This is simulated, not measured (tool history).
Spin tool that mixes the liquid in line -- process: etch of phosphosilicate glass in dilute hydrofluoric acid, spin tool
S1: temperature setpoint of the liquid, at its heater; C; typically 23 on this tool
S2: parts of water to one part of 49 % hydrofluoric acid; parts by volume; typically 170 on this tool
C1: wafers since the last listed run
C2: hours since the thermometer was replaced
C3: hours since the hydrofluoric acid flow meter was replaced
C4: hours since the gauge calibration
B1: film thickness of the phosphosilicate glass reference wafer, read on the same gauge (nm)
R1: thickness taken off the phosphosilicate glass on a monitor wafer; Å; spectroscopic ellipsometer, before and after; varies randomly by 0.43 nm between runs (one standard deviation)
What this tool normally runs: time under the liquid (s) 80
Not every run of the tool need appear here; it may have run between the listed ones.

{"run": 1, "hour": 0.0, "S1": 23, "S2": 170, "time under the liquid (s)": 80, "C1": 0, "C2": 1024.2, "C3": 238.2, "C4": 518.8, "B1": 79.99, "R1": 441.3}
{"run": 2, "hour": 14.6, "S1": 23, "S2": 170, "time under the liquid (s)": 80, "C1": 207, "C2": 1038.8, "C3": 252.8, "C4": 533.4, "B1": 80.01, "R1": 435.8}
{"run": 3, "hour": 33.9, "S1": 23, "S2": 170, "time under the liquid (s)": 80, "C1": 274, "C2": 1058.1, "C3": 272.1, "C4": 552.7, "B1": 80, "R1": 432.2}
{"run": 4, "hour": 52.2, "S1": 19.5, "S2": 170, "time under the liquid (s)": 50, "C1": 259, "C2": 1076.4, "C3": 290.4, "C4": 571, "B1": 80, "R1": 239.2}
{"run": 5, "hour": 79.9, "S1": 19.5, "S2": 170, "time under the liquid (s)": 50, "C1": 393, "C2": 1104.1, "C3": 318.1, "C4": 598.7, "B1": 79.99, "R1": 238}
{"run": 6, "hour": 104.2, "S1": 19.5, "S2": 170, "time under the liquid (s)": 50, "C1": 345, "C2": 1128.4, "C3": 342.4, "C4": 623, "B1": 80.03, "R1": 238.5}
{"run": 7, "hour": 128.8, "S1": 23, "S2": 170, "time under the liquid (s)": 80, "C1": 349, "C2": 1153, "C3": 367, "C4": 647.6, "B1": 80.01, "R1": 426.4}
{"run": 8, "hour": 146.4, "S1": 23, "S2": 170, "time under the liquid (s)": 80, "C1": 250, "C2": 1170.6, "C3": 384.6, "C4": 665.2, "B1": 80.01, "R1": 418.9}
{"run": 9, "hour": 182.3, "S1": 23, "S2": 170, "time under the liquid (s)": 80, "C1": 510, "C2": 1206.5, "C3": 420.5, "C4": 701.1, "B1": 80, "R1": 431.1}
{"run": 10, "hour": 213.4, "S1": 23, "S2": 170, "time under the liquid (s)": 110, "C1": 441, "C2": 1237.6, "C3": 451.6, "C4": 732.2, "B1": 80.01, "R1": 582.2}
{"run": 11, "hour": 232.6, "S1": 23, "S2": 170, "time under the liquid (s)": 110, "C1": 272, "C2": 1256.8, "C3": 470.8, "C4": 751.4, "B1": 80.02, "R1": 574}
{"run": 12, "hour": 262.6, "S1": 23, "S2": 170, "time under the liquid (s)": 110, "C1": 426, "C2": 1286.8, "C3": 500.8, "C4": 781.4, "B1": 80, "R1": 577.5}
{"run": 13, "hour": 294.2, "S1": 23, "S2": 140, "time under the liquid (s)": 80, "C1": 448, "C2": 1318.4, "C3": 532.4, "C4": 813, "B1": 79.98, "R1": 529.6}
{"hour": 314.5, "done": "hydrofluoric acid flow meter replaced"}
{"run": 14, "hour": 315.0, "S1": 23, "S2": 140, "time under the liquid (s)": 80, "C1": 281, "C2": 1339.2, "C3": 0.5, "C4": 833.8, "B1": 80.02, "R1": 567.9}
{"hour": 330.5, "done": "gauge calibrated"}
{"run": 15, "hour": 339.0, "S1": 23, "S2": 140, "time under the liquid (s)": 80, "C1": 340, "C2": 1363.2, "C3": 24.5, "C4": 8.5, "B1": 80, "R1": 559.8}
{"run": 16, "hour": 358.2, "S1": 23, "S2": 170, "time under the liquid (s)": 80, "C1": 272, "C2": 1382.4, "C3": 43.7, "C4": 27.7, "B1": 79.99, "R1": 447.4}
{"run": 17, "hour": 371.5, "S1": 23, "S2": 170, "time under the liquid (s)": 80, "C1": 188, "C2": 1395.7, "C3": 57, "C4": 41, "B1": 79.98, "R1": 446.8}
{"run": 18, "hour": 435.3, "S1": 21, "S2": 170, "time under the liquid (s)": 110, "C1": 906, "C2": 1459.5, "C3": 120.8, "C4": 104.8, "B1": 80.01, "R1": 561.6}
{"hour": 440.4, "done": "thermometer replaced"}
{"run": 19, "hour": 456.2, "S1": 25.5, "S2": 125, "time under the liquid (s)": 110, "C1": 282, "C2": 15.8, "C3": 141.7, "C4": 125.7, "B1": 80, "R1": 952.3}
{"run": 20, "hour": 469.7, "S1": 23, "S2": 225, "time under the liquid (s)": 105, "C1": 191, "C2": 29.3, "C3": 155.2, "C4": 139.2, "B1": 80, "R1": 409.1}
{"run": 21, "hour": 481.9, "S1": 26, "S2": 170, "time under the liquid (s)": 125, "C1": 173, "C2": 41.5, "C3": 167.4, "C4": 151.4, "B1": 79.99, "R1": 770.6}
{"run": 22, "hour": 508.8, "S1": 21, "S2": 170, "time under the liquid (s)": 50, "C1": 382, "C2": 68.4, "C3": 194.3, "C4": 178.3, "B1": 80, "R1": 253.4}
{"run": 23, "hour": 525.7, "S1": 23, "S2": 170, "time under the liquid (s)": 110, "C1": 240, "C2": 85.3, "C3": 211.2, "C4": 195.2, "B1": 79.98, "R1": 606.9}
{"run": 24, "hour": 541.8, "S1": 20.5, "S2": 255, "time under the liquid (s)": 35, "C1": 228, "C2": 101.4, "C3": 227.3, "C4": 211.3, "B1": 80, "R1": 105.7}
{"run": 25, "hour": 564.1, "S1": 28, "S2": 120, "time under the liquid (s)": 95, "C1": 316, "C2": 123.7, "C3": 249.6, "C4": 233.6, "B1": 79.99, "R1": 929.8}
{"run": 26, "hour": 596.5, "S1": 28, "S2": 120, "time under the liquid (s)": 95, "C1": 460, "C2": 156.1, "C3": 282, "C4": 266, "B1": 80, "R1": 933.8}
{"run": 27, "hour": 608.6, "S1": 28, "S2": 115, "time under the liquid (s)": 40, "C1": 171, "C2": 168.2, "C3": 294.1, "C4": 278.1, "B1": 80.01, "R1": 410.1}
{"run": 28, "hour": 635.4, "S1": 23, "S2": 140, "time under the liquid (s)": 80, "C1": 380, "C2": 195, "C3": 320.9, "C4": 304.9, "B1": 80.01, "R1": 545.4}
{"run": 29, "hour": 651.5, "S1": 23, "S2": 215, "time under the liquid (s)": 80, "C1": 228, "C2": 211.1, "C3": 337, "C4": 321, "B1": 80.03, "R1": 322.3}
{"run": 30, "hour": 686.3, "S1": 19, "S2": 135, "time under the liquid (s)": 65, "C1": 494, "C2": 245.9, "C3": 371.8, "C4": 355.8, "B1": 80.02, "R1": 381.5}
{"run": 31, "hour": 719.0, "S1": 19, "S2": 170, "time under the liquid (s)": 120, "C1": 464, "C2": 278.6, "C3": 404.5, "C4": 388.5, "B1": 80, "R1": 542}
{"run": 32, "hour": 753.4, "S1": 23, "S2": 170, "time under the liquid (s)": 80, "C1": 488, "C2": 313, "C3": 438.9, "C4": 422.9, "B1": 79.99, "R1": 423}

Hidden state or all else? Some run-to-run changes of R1, split into what the settings, what came in and random variation would give without the hidden state, and what is left for the hidden state (with any gauge scatter that isn't in both results):
Hidden state present: liquid hotter than its thermometer reads (K); hydrofluoric acid flow below the setpoint (%); gauge reads high (%).
Run 13 -> 14: hydrofluoric acid flow meter replaced. R1 +38.3 Å: hidden state +36.5, all else +1.8.
Run 19 -> 20: S1 25.5 -> 23, S2 125 -> 225, time under the liquid (s) 110 -> 105. R1 -543.2 Å: hidden state +14.3, all else -557.5.
Run 24 -> 25: S1 20.5 -> 28, S2 255 -> 120, time under the liquid (s) 35 -> 95. R1 +824.1 Å: hidden state -36.9, all else +861.
Run 26 -> 27: S2 120 -> 115, time under the liquid (s) 95 -> 40. R1 -523.7 Å: hidden state +25.3, all else -549.
